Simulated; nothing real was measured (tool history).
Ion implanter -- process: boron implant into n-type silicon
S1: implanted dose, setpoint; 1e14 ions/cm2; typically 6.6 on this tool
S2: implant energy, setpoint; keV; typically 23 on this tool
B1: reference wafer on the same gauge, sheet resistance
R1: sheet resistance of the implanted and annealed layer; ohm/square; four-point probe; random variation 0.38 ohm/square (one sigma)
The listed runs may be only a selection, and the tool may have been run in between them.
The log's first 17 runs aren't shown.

| run | hour | S1 | S2 | B1 | R1 |
|---|---|---|---|---|---|
| 18 | 1516.2 | 5.64 | 15 | 126.62 | 185.02 |
|  | 1536.4 | gauge calibrated |
| 19 | 1621.1 | 6.6 | 23 | 125.44 | 155.19 |
| 20 | 1668.2 | 4.83 | 21 | 125.29 | 203.37 |
| 21 | 1706.8 | 7.48 | 23 | 125.42 | 140 |
| 22 | 1763.9 | 6.6 | 23 | 125.6 | 155.78 |
| 23 | 1869.1 | 6.6 | 23 | 125.51 | 155.24 |
| 24 | 1923.2 | 5.03 | 27 | 125.64 | 192.54 |
| 25 | 1962.2 | 6.6 | 23 | 125.73 | 156.2 |
| 26 | 2038 | 8.01 | 31 | 125.91 | 128.81 |
|  | 2051.8 | Faraday cup replaced and dose calibrated |
| 27 | 2096.5 | 6.6 | 23 | 125.94 | 155.22 |
|  | 2119.5 | extraction supply calibrated |
| 28 | 2132.7 | 5.53 | 23 | 126 | 180.73 |
| 29 | 2442.8 | 6.6 | 26.5 | 126.03 | 154.21 |
| 30 | 2512.2 | 6.6 | 23 | 126.14 | 155.75 |
| 31 | 2576.4 | 7.44 | 17 | 126.35 | 145.25 |
| 32 | 2656.3 | 8.27 | 27.5 | 126.29 | 127.5 |
| 33 | 2703.9 | 6.6 | 23 | 126.45 | 156.42 |
|  | 2743.2 | Faraday cup replaced and dose calibrated |
| 34 | 2768.1 | 5.02 | 27.5 | 126.39 | 193.22 |
| 35 | 2843.1 | 6.6 | 17.5 | 126.48 | 160.69 |
| 36 | 2890.5 | 7.2 | 21 | 126.56 | 146.6 |
| 37 | 2974.7 | 8.2 | 19.5 | 126.55 | 131.73 |

Alternative continuations, all from the tool just after run 37; predict every row:
| A | 2975.1 | 6.6 | 29 | ? | ? |
| B | 2975.1 | 5.49 | 23 | ? | ? |
| C | 2975.1 | 7.67 | 23 | ? | ? |
| D | 2975.1 | 6.6 | 25.5 | ? | ? |

| run | B1 | R1 |
|---|---|---|
| A | 126.48 | 153.84 |
| B | 126.48 | 183.51 |
| C | 126.48 | 138.19 |
| D | 126.48 | 155.67 |
Take away the tool's hidden state, keep each run's random variation, and the runs would have read:
| run | R1 |
|---|---|
| A | 152.06 |
| B | 181.38 |
| C | 136.59 |
| D | 153.87 |
